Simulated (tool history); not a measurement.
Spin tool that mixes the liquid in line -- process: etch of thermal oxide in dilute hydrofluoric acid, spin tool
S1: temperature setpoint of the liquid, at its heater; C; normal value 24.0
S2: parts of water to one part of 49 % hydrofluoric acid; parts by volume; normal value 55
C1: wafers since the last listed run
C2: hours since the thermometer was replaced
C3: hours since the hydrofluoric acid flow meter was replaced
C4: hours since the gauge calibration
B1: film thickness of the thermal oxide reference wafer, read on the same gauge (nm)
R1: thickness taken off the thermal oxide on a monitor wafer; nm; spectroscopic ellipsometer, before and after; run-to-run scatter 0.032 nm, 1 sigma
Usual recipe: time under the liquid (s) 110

{"run": 1, "hour": 0.0, "S1": 24.0, "S2": 75, "time under the liquid (s)": 110, "C1": 0, "C2": 822.9, "C3": 1444.4, "C4": 364.4, "B1": 130.05, "R1": 6.52}
{"run": 2, "hour": 48.7, "S1": 24.0, "S2": 55, "time under the liquid (s)": 110, "C1": 267, "C2": 871.6, "C3": 1493.1, "C4": 413.1, "B1": 130.01, "R1": 9.1}
{"run": 3, "hour": 87.3, "S1": 24.0, "S2": 55, "time under the liquid (s)": 110, "C1": 211, "C2": 910.2, "C3": 1531.7, "C4": 451.7, "B1": 129.98, "R1": 9.08}
{"run": 4, "hour": 129.1, "S1": 24.0, "S2": 55, "time under the liquid (s)": 110, "C1": 229, "C2": 952.0, "C3": 1573.5, "C4": 493.5, "B1": 130.03, "R1": 9.06}
{"run": 5, "hour": 191.8, "S1": 24.0, "S2": 55, "time under the liquid (s)": 110, "C1": 344, "C2": 1014.7, "C3": 1636.2, "C4": 556.2, "B1": 130.03, "R1": 8.98}
{"hour": 225.2, "done": "hydrofluoric acid flow meter replaced"}
{"run": 6, "hour": 225.7, "S1": 24.0, "S2": 55, "time under the liquid (s)": 110, "C1": 180, "C2": 1048.6, "C3": 0.5, "C4": 590.1, "B1": 129.99, "R1": 8.95}
{"run": 7, "hour": 288.3, "S1": 24.0, "S2": 80, "time under the liquid (s)": 110, "C1": 343, "C2": 1111.2, "C3": 63.1, "C4": 652.7, "B1": 129.95, "R1": 5.99}
{"run": 8, "hour": 351.4, "S1": 27.5, "S2": 85, "time under the liquid (s)": 70, "C1": 346, "C2": 1174.3, "C3": 126.2, "C4": 715.8, "B1": 130.0, "R1": 4.07}
{"hour": 373.9, "done": "gauge calibrated"}
{"run": 9, "hour": 411.3, "S1": 27.0, "S2": 35, "time under the liquid (s)": 110, "C1": 328, "C2": 1234.2, "C3": 186.1, "C4": 37.4, "B1": 130.01, "R1": 16.29}
{"run": 10, "hour": 441.0, "S1": 24.0, "S2": 55, "time under the liquid (s)": 50, "C1": 162, "C2": 1263.9, "C3": 215.8, "C4": 67.1, "B1": 130.02, "R1": 4.03}
{"run": 11, "hour": 480.2, "S1": 26.0, "S2": 80, "time under the liquid (s)": 110, "C1": 215, "C2": 1303.1, "C3": 255.0, "C4": 106.3, "B1": 130.03, "R1": 6.43}
{"hour": 517.2, "done": "thermometer replaced"}
{"run": 12, "hour": 538.1, "S1": 19.5, "S2": 55, "time under the liquid (s)": 90, "C1": 312, "C2": 20.9, "C3": 312.9, "C4": 164.2, "B1": 130.04, "R1": 6.4}
{"run": 13, "hour": 600.6, "S1": 26.5, "S2": 40, "time under the liquid (s)": 110, "C1": 342, "C2": 83.4, "C3": 375.4, "C4": 226.7, "B1": 130.0, "R1": 14.75}
{"run": 14, "hour": 645.7, "S1": 24.0, "S2": 55, "time under the liquid (s)": 110, "C1": 247, "C2": 128.5, "C3": 420.5, "C4": 271.8, "B1": 130.03, "R1": 9.41}
{"run": 15, "hour": 693.0, "S1": 24.0, "S2": 55, "time under the liquid (s)": 110, "C1": 259, "C2": 175.8, "C3": 467.8, "C4": 319.1, "B1": 130.0, "R1": 9.42}

Each row is a separate what-if for the run after 15, all from the same tool condition, not one after another. Results?
{"run": "A", "hour": 693.4, "S1": 24.0, "S2": 55, "time under the liquid (s)": 80, "C1": 2, "C2": 176.2, "C3": 468.2, "C4": 319.5, "B1": "?", "R1": "?"}
{"run": "B", "hour": 693.4, "S1": 20.5, "S2": 55, "time under the liquid (s)": 110, "C1": 2, "C2": 176.2, "C3": 468.2, "C4": 319.5, "B1": "?", "R1": "?"}
{"run": "C", "hour": 693.4, "S1": 28.0, "S2": 35, "time under the liquid (s)": 110, "C1": 2, "C2": 176.2, "C3": 468.2, "C4": 319.5, "B1": "?", "R1": "?"}
{"run": "D", "hour": 693.4, "S1": 26.5, "S2": 55, "time under the liquid (s)": 110, "C1": 2, "C2": 176.2, "C3": 468.2, "C4": 319.5, "B1": "?", "R1": "?"}
{"run": "E", "hour": 693.4, "S1": 21.5, "S2": 30, "time under the liquid (s)": 135, "C1": 2, "C2": 176.2, "C3": 468.2, "C4": 319.5, "B1": "?", "R1": "?"}

run=A B1=129.99 R1=6.83
run=B B1=129.99 R1=8.12
run=C B1=129.99 R1=17.87
run=D B1=129.99 R1=10.40
run=E B1=129.99 R1=19.65
With no hidden state in the tool, these same runs would have given:
run=A R1=6.94
run=B R1=8.25
run=C R1=18.15
run=D R1=10.56
run=E R1=19.98
